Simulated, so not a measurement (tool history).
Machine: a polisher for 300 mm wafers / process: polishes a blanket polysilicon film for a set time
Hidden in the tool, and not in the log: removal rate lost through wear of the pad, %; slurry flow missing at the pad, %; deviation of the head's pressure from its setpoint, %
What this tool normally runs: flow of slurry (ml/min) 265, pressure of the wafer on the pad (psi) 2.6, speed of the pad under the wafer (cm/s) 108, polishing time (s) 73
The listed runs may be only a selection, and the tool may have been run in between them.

| run | hour | flow of slurry (ml/min) | pressure of the wafer on the pad (psi) | speed of the pad under the wafer (cm/s) | polishing time (s) | wafers since the last listed run | wafers polished on this pad | hours since the slurry nozzle was cleaned | hours since the head pressure was calibrated | incoming thickness of the incoming film, nm | film removed (Å) |
|---|---|---|---|---|---|---|---|---|---|---|---|
| 1 | 0.0 | 265 | 2.6 | 108 | 73 | 0 | 886 | 196.2 | 1042.0 | 2073.4 | 4858 |
| 2 | 81.6 | 265 | 3.2 | 90 | 73 | 890 | 1776 | 277.8 | 1123.6 | 2058.2 | 4653 |
|  | 100.0 | worn pad replaced by a new one |
| 3 | 139.3 | 265 | 3.2 | 90 | 73 | 585 | 428 | 335.5 | 1181.3 | 2053.1 | 4835 |
| 4 | 201.0 | 265 | 3.2 | 90 | 73 | 673 | 1101 | 397.2 | 1243.0 | 2071.1 | 4790 |
| 5 | 262.1 | 265 | 1.9 | 108 | 73 | 666 | 1768 | 458.3 | 1304.1 | 2086.9 | 3498 |
|  | 269.1 | worn pad replaced by a new one |
|  | 421.7 | slurry nozzle cleaned |
|  | 432.1 | worn pad replaced by a new one |
| 6 | 443.4 | 265 | 1.9 | 108 | 73 | 1879 | 123 | 21.7 | 1485.4 | 2046.0 | 3779 |
| 7 | 498.9 | 265 | 1.9 | 108 | 73 | 605 | 728 | 77.2 | 1540.9 | 2099.9 | 3748 |

Predict the results of run 8:
| 8 | 532.6 | 350 | 2.6 | 78 | 81 | 367 | 1096 | 110.9 | 1574.6 | 2074.4 | ? |

film removed (Å): 4023
If the tool had no hidden condition, the same run with the same run-to-run variation would have returned film removed (Å) 4122.
